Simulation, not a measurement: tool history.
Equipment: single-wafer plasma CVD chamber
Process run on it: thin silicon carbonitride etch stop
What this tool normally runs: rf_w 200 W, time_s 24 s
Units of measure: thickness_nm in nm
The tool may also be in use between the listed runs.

run	hour	rf_w	time_s	read-back reference wafer on the same gauge, thickness_nm	thickness_nm
1	0	200	24	13.901	14.087
2	17.2	225	24	13.901	14.595
3	23.4	200	22.8	13.898	13.363
4	33.2	230	24	13.899	14.63
5	47.1	230	24	13.907	14.637
6	56.4	230	24	13.903	14.654
7	71.8	200	24	13.904	14.075
8	106	200	24	13.901	14.094
9	114.5	200	24	13.903	14.109
10	128.1	200	24	13.902	14.132
11	141.9	220	24	13.903	14.478
12	150.8	220	24	13.902	14.456
13	159.8	220	24	13.9	14.472
14	169.1	225	27.9	13.9	16.905
15	184.5	235	27.8	13.896	17.079
16	195.8	215	22.7	13.9	13.641
17	212.3	185	27.7	13.902	15.853
18	229.4	200	24	13.894	14.094
19	241.3	225	19.3	13.9	11.725
20	263.2	165	26.9	13.899	15.283
21	302.9	185	22.5	13.902	13.189
22	326.7	175	20.7	13.898	11.92
23	339.6	235	27.8	13.899	17.397
24	379.9	200	24	13.902	14.298
25	397.6	165	25.4	13.902	14.374
26	405.5	210	24	13.899	14.516
27	454.9	200	20.7	13.902	12.318
28	463.3	235	20.6	13.907	12.833
29	477.5	235	24	13.901	14.965
30	485.9	200	22.2	13.899	13.228
31	493.2	200	27.1	13.897	16.166
32	504.9	200	24	13.903	14.313
33	512.6	180	19.5	13.898	11.251
34	518.7	185	20.6	13.899	11.979

Withheld: 4 entries from between the runs. Position of each, and hidden state at the listed run before versus the listed run after:
Runs 10 to 11: thermocouple changed; heater temperature recalibrated (hour 136.5)
  delivered RF power above the setpoint (%): -7.97 -> -7.98
  what was measured, less what the result would be without the hidden state, thickness_nm: -0.33 -> -0.339 nm
Runs 17 to 18: showerhead replaced (hour 227.4)
  delivered RF power above the setpoint (%): -8.01 -> -8.02
  what was measured, less what the result would be without the hidden state, thickness_nm: -0.373 -> -0.332 nm
Runs 19 to 20: RF generator calibrated (hour 262.7)
  delivered RF power above the setpoint (%): -8.03 -> -1.09
  what was measured, less what the result would be without the hidden state, thickness_nm: -0.277 -> -0.047 nm
Runs 20 to 21: gauge calibrated (hour 288)
  delivered RF power above the setpoint (%): -1.09 -> -1.49
  what was measured, less what the result would be without the hidden state, thickness_nm: -0.047 -> -0.055 nm

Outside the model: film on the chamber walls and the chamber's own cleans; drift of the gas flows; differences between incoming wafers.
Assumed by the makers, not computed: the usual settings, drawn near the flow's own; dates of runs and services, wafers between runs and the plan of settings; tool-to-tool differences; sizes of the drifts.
